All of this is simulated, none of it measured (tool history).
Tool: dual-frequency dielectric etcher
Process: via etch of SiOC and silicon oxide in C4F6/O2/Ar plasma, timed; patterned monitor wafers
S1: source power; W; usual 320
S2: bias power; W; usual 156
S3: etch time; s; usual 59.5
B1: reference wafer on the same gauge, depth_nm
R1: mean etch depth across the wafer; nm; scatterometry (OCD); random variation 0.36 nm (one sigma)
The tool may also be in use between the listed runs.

run,day,S1,S2,S3,B1,R1
1,0,370,127,59.5,67.1,59.9
2,1.1,370,127,59.5,66.9,59.8
3,1.767,370,127,59.5,67.1,59.8
4,3.083,360,156,59.5,67.1,62.3
5,4.338,360,156,59.5,66.8,61.6
6,5.358,320,156,59.5,67.2,58.3
7,6.642,320,156,59.5,67,57.6
8,7.362,320,156,59.5,66.9,58.3
9,9.383,320,156,59.5,67.2,58.1
10,9.654,280,124,53.5,67.1,48
11,10.825,320,156,59.5,67.1,57.9
12,12.183,320,156,59.5,67,60.8
13,13.204,320,156,67,67,69
14,14.462,360,128,70.5,67.1,71.8
15,15.708,320,137,47.5,66.9,46.8
16,17.029,320,173,59.5,66.8,61.7
17,17.588,390,138,49,66.8,51.3
18,18.633,360,156,59.5,67.2,62.4

Taken out of this log: 5 entries between the listed runs. Where each belongs, and how the hidden state differs across it:
Between runs 6 and 7: gauge calibrated (day 6.608)
  etch rate over this chamber's usual, %: -4.29 -> -4.62
  measured less the result without the state, R1: -2.6 -> -2.8 nm
Between runs 8 and 9: upper electrode replaced, of another model than before (day 9.362)
  etch rate over this chamber's usual, %: -4.8 -> -5.32
  measured less the result without the state, R1: -3 -> -3.3 nm
Between runs 11 and 12: wet clean of the chamber (day 12.162)
  etch rate over this chamber's usual, %: -5.68 -> 0.736
  measured less the result without the state, R1: -3.5 -> +0.4 nm
Between runs 13 and 14: bias power generator calibrated (day 14.442)
  etch rate over this chamber's usual, %: 0.476 -> 0.155
  measured less the result without the state, R1: +0.3 -> +0.1 nm
Between runs 14 and 15: source power generator calibrated (day 14.638)
  etch rate over this chamber's usual, %: 0.155 -> -0.163
  measured less the result without the state, R1: +0.1 -> -0.1 nm

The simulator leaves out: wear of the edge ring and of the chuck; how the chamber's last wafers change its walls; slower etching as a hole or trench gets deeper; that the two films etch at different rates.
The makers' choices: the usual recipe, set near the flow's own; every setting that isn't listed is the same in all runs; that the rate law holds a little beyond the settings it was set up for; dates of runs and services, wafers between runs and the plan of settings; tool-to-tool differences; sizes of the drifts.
